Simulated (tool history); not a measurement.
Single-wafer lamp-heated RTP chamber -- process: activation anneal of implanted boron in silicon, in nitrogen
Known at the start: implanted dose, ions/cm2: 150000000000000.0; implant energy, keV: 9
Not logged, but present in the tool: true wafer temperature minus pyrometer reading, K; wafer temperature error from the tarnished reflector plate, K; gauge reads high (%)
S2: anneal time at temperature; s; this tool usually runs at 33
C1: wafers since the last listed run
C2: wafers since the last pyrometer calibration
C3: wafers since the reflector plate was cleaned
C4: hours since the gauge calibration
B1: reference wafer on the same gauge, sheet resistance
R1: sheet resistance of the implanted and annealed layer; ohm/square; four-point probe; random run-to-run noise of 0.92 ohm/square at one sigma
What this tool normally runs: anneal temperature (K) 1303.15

Run 1, day 0.000: usual settings; C1 0; C2 2461; C3 10365; C4 1162.3; B1 506.86. Result: R1 606.07 ohm/square.
Run 2, day 1.829: usual settings; C1 371; C2 2833; C3 10737; C4 1206.2; B1 506.78. Result: R1 609.31 ohm/square.
At day 3.817: pyrometer window cleaned and pyrometer calibrated.
At day 5.462: reflector plate cleaned.
Run 3, day 5.688: usual settings; C1 648; C2 312; C3 45; C4 1298.8; B1 506.40. Result: R1 608.22 ohm/square.
Run 4, day 9.588: usual settings but anneal temperature (K) 1286.15; C1 792; C2 1105; C3 838; C4 1392.4; B1 505.64. Result: R1 608.51 ohm/square.
Run 5, day 13.754: usual settings but anneal temperature (K) 1286.15; C1 846; C2 1951; C3 1684; C4 1492.4; B1 505.60. Result: R1 607.09 ohm/square.
Run 6, day 16.838: usual settings but anneal temperature (K) 1314.15; C1 626; C2 2578; C3 2311; C4 1566.4; B1 504.95. Result: R1 605.45 ohm/square.
Run 7, day 20.438: usual settings but anneal temperature (K) 1314.15; C1 731; C2 3309; C3 3042; C4 1652.8; B1 504.77. Result: R1 603.95 ohm/square.
At day 22.050: pyrometer window cleaned and pyrometer calibrated.
Run 8, day 24.121: usual settings; C1 680; C2 420; C3 3723; C4 1741.2; B1 504.22. Result: R1 604.09 ohm/square.
Run 9, day 27.183: usual settings; C1 622; C2 1043; C3 4345; C4 1814.7; B1 503.80. Result: R1 605.07 ohm/square.
Run 10, day 29.946: usual settings; C1 561; C2 1604; C3 4907; C4 1881.0; B1 503.56. Result: R1 606.05 ohm/square.
At day 30.104: gauge calibrated.
Run 11, day 33.088: usual settings; C1 638; C2 2242; C3 5545; C4 71.6; B1 511.53. Result: R1 615.13 ohm/square.
Run 12, day 36.888: usual settings; C1 772; C2 3014; C3 6317; C4 162.8; B1 511.18. Result: R1 615.18 ohm/square.
At day 38.038: pyrometer window cleaned and pyrometer calibrated.
Run 13, day 41.271: usual settings; C1 822; C2 657; C3 7140; C4 268.0; B1 510.76. Result: R1 613.20 ohm/square.
Run 14, day 44.988: usual settings; C1 755; C2 1412; C3 7896; C4 357.2; B1 510.28. Result: R1 611.18 ohm/square.
Run 15, day 49.008: usual settings but anneal temperature (K) 1326.15, S2 51 s; C1 817; C2 2229; C3 8713; C4 453.7; B1 510.00. Result: R1 606.88 ohm/square.
Run 16, day 51.225: usual settings but anneal temperature (K) 1325.15, S2 39 s; C1 450; C2 2679; C3 9163; C4 506.9; B1 509.31. Result: R1 608.35 ohm/square.
At day 54.633: pyrometer window cleaned and pyrometer calibrated.
Run 17, day 56.700: usual settings but anneal temperature (K) 1314.15; C1 1044; C2 420; C3 10208; C4 638.3; B1 509.06. Result: R1 609.28 ohm/square.
Run 18, day 59.500: usual settings but anneal temperature (K) 1311.15, S2 17 s; C1 568; C2 989; C3 10777; C4 705.5; B1 508.29. Result: R1 613.54 ohm/square.
At day 61.779: reflector plate cleaned.
Run 19, day 62.896: usual settings but anneal temperature (K) 1321.15, S2 47 s; C1 622; C2 1611; C3 227; C4 787.0; B1 508.41. Result: R1 606.22 ohm/square.
Run 20, day 66.488: usual settings but anneal temperature (K) 1286.15; C1 729; C2 2341; C3 956; C4 873.2; B1 507.98. Result: R1 611.43 ohm/square.
Run 21, day 68.975: usual settings but anneal temperature (K) 1280.15, S2 21 s; C1 505; C2 2846; C3 1462; C4 932.9; B1 507.41. Result: R1 613.45 ohm/square.
Run 22, day 71.608: usual settings but anneal temperature (K) 1286.15, S2 51 s; C1 535; C2 3381; C3 1997; C4 996.1; B1 507.08. Result: R1 609.18 ohm/square.
At day 72.342: pyrometer window cleaned and pyrometer calibrated.
Run 23, day 74.700: usual settings but anneal temperature (K) 1291.15; C1 560; C2 479; C3 2557; C4 1070.3; B1 506.47. Result: R1 609.48 ohm/square.
Run 24, day 77.050: usual settings; C1 477; C2 956; C3 3035; C4 1126.7; B1 506.63. Result: R1 608.83 ohm/square.
Run 25, day 78.779: usual settings; C1 351; C2 1308; C3 3386; C4 1168.2; B1 506.54. Result: R1 607.10 ohm/square.
Run 26, day 82.804: usual settings but anneal temperature (K) 1328.15; C1 817; C2 2125; C3 4204; C4 1264.8; B1 506.04. Result: R1 604.66 ohm/square.
Run 27, day 86.808: usual settings but anneal temperature (K) 1285.15, S2 27 s; C1 813; C2 2939; C3 5018; C4 1360.9; B1 505.33. Result: R1 608.18 ohm/square.

State the hidden condition of the tool at each of the runs:
true wafer temperature minus pyrometer reading, K: 0 at every run
wafer temperature error from the tarnished reflector plate, K: 0 at every run
H1: gauge reads high (%)
run       H1
  1   -0.982
  2    -1.02
  3    -1.11
  4     -1.2
  5    -1.29
  6    -1.36
  7    -1.44
  8    -1.52
  9    -1.59
 10    -1.65
 11  -0.0718
 12   -0.157
 13   -0.254
 14   -0.337
 15   -0.427
 16   -0.476
 17   -0.598
 18   -0.661
 19   -0.737
 20   -0.817
 21   -0.872
 22   -0.931
 23       -1
 24    -1.05
 25    -1.09
 26    -1.18
 27    -1.27
